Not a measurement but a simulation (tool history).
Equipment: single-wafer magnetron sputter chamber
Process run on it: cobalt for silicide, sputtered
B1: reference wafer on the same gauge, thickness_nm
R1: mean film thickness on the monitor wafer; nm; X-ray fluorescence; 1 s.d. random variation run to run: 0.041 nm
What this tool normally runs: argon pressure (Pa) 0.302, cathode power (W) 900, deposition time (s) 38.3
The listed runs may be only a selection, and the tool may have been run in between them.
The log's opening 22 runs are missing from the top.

{"run": 23, "day": 51.612, "argon pressure (Pa)": 0.302, "cathode power (W)": 900, "deposition time (s)": 35.7, "B1": 15.488, "R1": 16.292}
{"run": 24, "day": 57.388, "argon pressure (Pa)": 0.302, "cathode power (W)": 750, "deposition time (s)": 45.6, "B1": 15.506, "R1": 18.208}
{"run": 25, "day": 59.446, "argon pressure (Pa)": 0.302, "cathode power (W)": 900, "deposition time (s)": 41.4, "B1": 15.491, "R1": 18.883}
{"run": 26, "day": 60.575, "argon pressure (Pa)": 0.372, "cathode power (W)": 900, "deposition time (s)": 38.3, "B1": 15.508, "R1": 16.647}
{"run": 27, "day": 63.483, "argon pressure (Pa)": 0.302, "cathode power (W)": 950, "deposition time (s)": 38.3, "B1": 15.498, "R1": 18.144}
{"run": 28, "day": 65.4, "argon pressure (Pa)": 0.302, "cathode power (W)": 950, "deposition time (s)": 34.7, "B1": 15.491, "R1": 16.337}
{"day": 67.821, "done": "sputter target and shields replaced"}
{"day": 68.108, "done": "capacitance manometer re-zeroed and calibrated"}
{"run": 29, "day": 68.129, "argon pressure (Pa)": 0.34, "cathode power (W)": 1000, "deposition time (s)": 35.5, "B1": 15.499, "R1": 17.577}
{"run": 30, "day": 70.483, "argon pressure (Pa)": 0.226, "cathode power (W)": 700, "deposition time (s)": 36.1, "B1": 15.498, "R1": 14.557}
{"run": 31, "day": 71.554, "argon pressure (Pa)": 0.382, "cathode power (W)": 700, "deposition time (s)": 35.9, "B1": 15.482, "R1": 13.404}
{"run": 32, "day": 74.267, "argon pressure (Pa)": 0.302, "cathode power (W)": 900, "deposition time (s)": 38.3, "B1": 15.515, "R1": 17.84}
{"run": 33, "day": 77.179, "argon pressure (Pa)": 0.206, "cathode power (W)": 900, "deposition time (s)": 33.3, "B1": 15.503, "R1": 16.242}
{"run": 34, "day": 79.604, "argon pressure (Pa)": 0.207, "cathode power (W)": 900, "deposition time (s)": 38.3, "B1": 15.496, "R1": 18.632}

Predict each of these 5 candidate next runs independently; none follows another, all start after run 34:
{"run": "A", "day": 79.621, "argon pressure (Pa)": 0.302, "cathode power (W)": 900, "deposition time (s)": 38.3, "B1": "?", "R1": "?"}
{"run": "B", "day": 79.621, "argon pressure (Pa)": 0.409, "cathode power (W)": 850, "deposition time (s)": 42, "B1": "?", "R1": "?"}
{"run": "C", "day": 79.621, "argon pressure (Pa)": 0.415, "cathode power (W)": 900, "deposition time (s)": 38.3, "B1": "?", "R1": "?"}
{"run": "D", "day": 79.621, "argon pressure (Pa)": 0.302, "cathode power (W)": 750, "deposition time (s)": 43.4, "B1": "?", "R1": "?"}
{"run": "E", "day": 79.621, "argon pressure (Pa)": 0.302, "cathode power (W)": 850, "deposition time (s)": 35.8, "B1": "?", "R1": "?"}

run=A B1=15.502 R1=17.769
run=B B1=15.502 R1=17.648
run=C B1=15.502 R1=16.732
run=D B1=15.502 R1=17.648
run=E B1=15.502 R1=15.925
Without the tool's unlogged condition, the same runs would have read:
run=A R1=17.819
run=B R1=17.726
run=C R1=16.807
run=D R1=17.698
run=E R1=15.97
